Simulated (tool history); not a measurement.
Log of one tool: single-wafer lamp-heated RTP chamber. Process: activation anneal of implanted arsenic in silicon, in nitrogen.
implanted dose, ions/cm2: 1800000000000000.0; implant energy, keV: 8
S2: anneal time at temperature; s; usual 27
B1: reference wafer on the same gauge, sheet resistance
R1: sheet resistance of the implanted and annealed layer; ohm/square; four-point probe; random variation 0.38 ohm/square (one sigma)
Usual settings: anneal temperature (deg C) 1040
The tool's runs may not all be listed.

{"run": 1, "hour": 0.0, "anneal temperature (deg C)": 1059, "S2": 27, "B1": 109.03, "R1": 81.23}
{"run": 2, "hour": 14.8, "anneal temperature (deg C)": 1059, "S2": 27, "B1": 109, "R1": 81.27}
{"run": 3, "hour": 21.4, "anneal temperature (deg C)": 1040, "S2": 24, "B1": 109.06, "R1": 93.78}
{"run": 4, "hour": 37.5, "anneal temperature (deg C)": 1040, "S2": 24, "B1": 108.94, "R1": 93.67}
{"run": 5, "hour": 53.5, "anneal temperature (deg C)": 1040, "S2": 24, "B1": 109.07, "R1": 93.81}
{"run": 6, "hour": 69.5, "anneal temperature (deg C)": 1040, "S2": 27, "B1": 108.93, "R1": 90.9}
{"run": 7, "hour": 76.9, "anneal temperature (deg C)": 1040, "S2": 27, "B1": 108.93, "R1": 91.15}
{"run": 8, "hour": 84.6, "anneal temperature (deg C)": 1040, "S2": 27, "B1": 108.94, "R1": 91.28}
{"run": 9, "hour": 100.6, "anneal temperature (deg C)": 1040, "S2": 27, "B1": 108.97, "R1": 91.33}
{"run": 10, "hour": 106.8, "anneal temperature (deg C)": 1040, "S2": 27, "B1": 109.05, "R1": 90.83}
{"hour": 119.4, "done": "reflector plate cleaned"}
{"run": 11, "hour": 135.2, "anneal temperature (deg C)": 1040, "S2": 27, "B1": 108.98, "R1": 90.22}
{"run": 12, "hour": 142.5, "anneal temperature (deg C)": 1032, "S2": 27, "B1": 108.96, "R1": 94.9}
{"run": 13, "hour": 149.7, "anneal temperature (deg C)": 1040, "S2": 27, "B1": 108.94, "R1": 91.16}
{"hour": 155.5, "done": "gauge calibrated"}
{"run": 14, "hour": 158.1, "anneal temperature (deg C)": 1040, "S2": 27, "B1": 109, "R1": 90.84}
{"run": 15, "hour": 167.8, "anneal temperature (deg C)": 1040, "S2": 41, "B1": 108.94, "R1": 81.98}
{"run": 16, "hour": 179.2, "anneal temperature (deg C)": 1055, "S2": 35, "B1": 108.98, "R1": 78.45}
{"run": 17, "hour": 193.0, "anneal temperature (deg C)": 1040, "S2": 40, "B1": 108.97, "R1": 82.71}
{"run": 18, "hour": 202.8, "anneal temperature (deg C)": 1012, "S2": 23, "B1": 108.96, "R1": 114.07}
{"run": 19, "hour": 211.5, "anneal temperature (deg C)": 1048, "S2": 42, "B1": 108.91, "R1": 77.78}
{"run": 20, "hour": 227.9, "anneal temperature (deg C)": 1040, "S2": 27, "B1": 108.96, "R1": 90.24}
{"run": 21, "hour": 236.0, "anneal temperature (deg C)": 1060, "S2": 40, "B1": 109.01, "R1": 73.62}
{"run": 22, "hour": 242.7, "anneal temperature (deg C)": 1069, "S2": 12, "B1": 109, "R1": 91.9}
{"run": 23, "hour": 258.5, "anneal temperature (deg C)": 1040, "S2": 27, "B1": 108.98, "R1": 89.69}
{"run": 24, "hour": 305.5, "anneal temperature (deg C)": 1040, "S2": 18, "B1": 108.97, "R1": 100.13}
{"hour": 326.7, "done": "pyrometer window cleaned and pyrometer calibrated"}
{"run": 25, "hour": 327.2, "anneal temperature (deg C)": 1053, "S2": 34, "B1": 108.93, "R1": 80.81}
{"run": 26, "hour": 331.6, "anneal temperature (deg C)": 1031, "S2": 11, "B1": 108.94, "R1": 122.57}
{"run": 27, "hour": 344.9, "anneal temperature (deg C)": 1012, "S2": 15, "B1": 108.95, "R1": 130.64}
{"run": 28, "hour": 355.0, "anneal temperature (deg C)": 1053, "S2": 21, "B1": 109.01, "R1": 90.51}
{"run": 29, "hour": 372.9, "anneal temperature (deg C)": 1011, "S2": 17, "B1": 109.02, "R1": 127.93}
{"run": 30, "hour": 387.3, "anneal temperature (deg C)": 1063, "S2": 27, "B1": 109.01, "R1": 79.6}
{"run": 31, "hour": 396.7, "anneal temperature (deg C)": 1017, "S2": 17, "B1": 109.03, "R1": 120.73}
{"run": 32, "hour": 414.3, "anneal temperature (deg C)": 1058, "S2": 35, "B1": 109.1, "R1": 77.06}
{"run": 33, "hour": 462.2, "anneal temperature (deg C)": 1040, "S2": 27, "B1": 108.86, "R1": 90.99}
{"run": 34, "hour": 476.9, "anneal temperature (deg C)": 1065, "S2": 12, "B1": 109.01, "R1": 94.84}
{"run": 35, "hour": 488.9, "anneal temperature (deg C)": 1040, "S2": 19, "B1": 109.08, "R1": 99.93}
{"run": 36, "hour": 499.3, "anneal temperature (deg C)": 1064, "S2": 37, "B1": 108.9, "R1": 73.94}
{"run": 37, "hour": 513.5, "anneal temperature (deg C)": 1040, "S2": 27, "B1": 109.03, "R1": 90.81}

The tool's hidden state at each run:
wafer temperature error from the tarnished reflector plate, K: 0 in every run
gauge reads high (%): 0 in every run
H1: true wafer temperature minus pyrometer reading, K
run=1 H1=2.06
run=2 H1=2.17
run=3 H1=2.21
run=4 H1=2.33
run=5 H1=2.45
run=6 H1=2.57
run=7 H1=2.62
run=8 H1=2.68
run=9 H1=2.8
run=10 H1=2.84
run=11 H1=3.05
run=12 H1=3.1
run=13 H1=3.16
run=14 H1=3.22
run=15 H1=3.29
run=16 H1=3.37
run=17 H1=3.47
run=18 H1=3.55
run=19 H1=3.61
run=20 H1=3.73
run=21 H1=3.79
run=22 H1=3.84
run=23 H1=3.95
run=24 H1=4.3
run=25 H1=0.975
run=26 H1=1.01
run=27 H1=1.1
run=28 H1=1.18
run=29 H1=1.31
run=30 H1=1.42
run=31 H1=1.48
run=32 H1=1.61
run=33 H1=1.97
run=34 H1=2.07
run=35 H1=2.16
run=36 H1=2.24
run=37 H1=2.34

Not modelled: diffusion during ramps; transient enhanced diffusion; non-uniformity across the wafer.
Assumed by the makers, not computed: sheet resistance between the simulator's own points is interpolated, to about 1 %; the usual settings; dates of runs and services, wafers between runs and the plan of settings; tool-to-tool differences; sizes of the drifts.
